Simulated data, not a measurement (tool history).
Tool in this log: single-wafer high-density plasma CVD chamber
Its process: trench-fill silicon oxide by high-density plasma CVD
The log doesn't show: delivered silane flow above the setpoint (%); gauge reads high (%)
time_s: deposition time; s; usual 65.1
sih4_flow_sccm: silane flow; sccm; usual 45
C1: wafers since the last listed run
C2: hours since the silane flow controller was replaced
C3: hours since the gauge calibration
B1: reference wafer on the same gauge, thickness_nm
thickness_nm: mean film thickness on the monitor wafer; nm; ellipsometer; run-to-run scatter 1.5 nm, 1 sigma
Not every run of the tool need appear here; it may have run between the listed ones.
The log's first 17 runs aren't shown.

{"run": 18, "hour": 1531.6, "time_s": 65.1, "sih4_flow_sccm": 45, "C1": 1800, "C2": 317.1, "C3": 2213.5, "B1": 310.244, "thickness_nm": 260.246}
{"run": 19, "hour": 1672.8, "time_s": 65.1, "sih4_flow_sccm": 45, "C1": 3134, "C2": 458.3, "C3": 2354.7, "B1": 310.837, "thickness_nm": 264.606}
{"run": 20, "hour": 1743.0, "time_s": 65.1, "sih4_flow_sccm": 45, "C1": 1558, "C2": 528.5, "C3": 2424.9, "B1": 311.361, "thickness_nm": 262.161}
{"hour": 1810.0, "done": "silane flow controller replaced, repeated, since the last time left the tool worse"}
{"run": 21, "hour": 1833.4, "time_s": 65.1, "sih4_flow_sccm": 42, "C1": 1828, "C2": 23.4, "C3": 2515.3, "B1": 311.539, "thickness_nm": 264.682}
{"run": 22, "hour": 1877.6, "time_s": 65.1, "sih4_flow_sccm": 45, "C1": 981, "C2": 67.6, "C3": 2559.5, "B1": 310.743, "thickness_nm": 282.953}
{"run": 23, "hour": 1959.0, "time_s": 65.1, "sih4_flow_sccm": 45, "C1": 1806, "C2": 149, "C3": 2640.9, "B1": 310.682, "thickness_nm": 286.244}
{"run": 24, "hour": 2038.9, "time_s": 73.3, "sih4_flow_sccm": 53, "C1": 1773, "C2": 228.9, "C3": 2720.8, "B1": 311.143, "thickness_nm": 374.702}
{"run": 25, "hour": 2142.1, "time_s": 69.7, "sih4_flow_sccm": 40, "C1": 2290, "C2": 332.1, "C3": 2824, "B1": 311.01, "thickness_nm": 272.04}
{"run": 26, "hour": 2204.6, "time_s": 56.5, "sih4_flow_sccm": 41, "C1": 1387, "C2": 394.6, "C3": 2886.5, "B1": 311.093, "thickness_nm": 225.103}
{"run": 27, "hour": 2275.3, "time_s": 54.1, "sih4_flow_sccm": 48, "C1": 1569, "C2": 465.3, "C3": 2957.2, "B1": 311.238, "thickness_nm": 251.611}
{"run": 28, "hour": 2574.3, "time_s": 58.7, "sih4_flow_sccm": 45, "C1": 6636, "C2": 764.3, "C3": 3256.2, "B1": 311.235, "thickness_nm": 257.985}
{"run": 29, "hour": 2641.1, "time_s": 54, "sih4_flow_sccm": 51, "C1": 1482, "C2": 831.1, "C3": 3323, "B1": 311.366, "thickness_nm": 268.809}
{"hour": 2711.6, "done": "gauge calibrated"}
{"run": 30, "hour": 2745.8, "time_s": 65.1, "sih4_flow_sccm": 50, "C1": 2323, "C2": 935.8, "C3": 34.2, "B1": 311.025, "thickness_nm": 317.23}
{"run": 31, "hour": 2804.6, "time_s": 65.1, "sih4_flow_sccm": 45, "C1": 1305, "C2": 994.6, "C3": 93, "B1": 310.984, "thickness_nm": 285.569}
{"run": 32, "hour": 2860.6, "time_s": 61.4, "sih4_flow_sccm": 51, "C1": 1242, "C2": 1050.6, "C3": 149, "B1": 311.116, "thickness_nm": 302.992}
{"run": 33, "hour": 2954.8, "time_s": 57.7, "sih4_flow_sccm": 45, "C1": 2090, "C2": 1144.8, "C3": 243.2, "B1": 311.331, "thickness_nm": 254.681}
{"run": 34, "hour": 3050.1, "time_s": 73.4, "sih4_flow_sccm": 52, "C1": 2115, "C2": 1240.1, "C3": 338.5, "B1": 310.772, "thickness_nm": 372.122}

For run 35, what comes out?
{"run": 35, "hour": 3214.2, "time_s": 69.8, "sih4_flow_sccm": 39, "C1": 3642, "C2": 1404.2, "C3": 502.6, "B1": "?", "thickness_nm": "?"}

{"run 35": {"B1": 310.916, "thickness_nm": 269.028}}
With no hidden state in the tool, this same run would have given thickness_nm 266.559 nm.
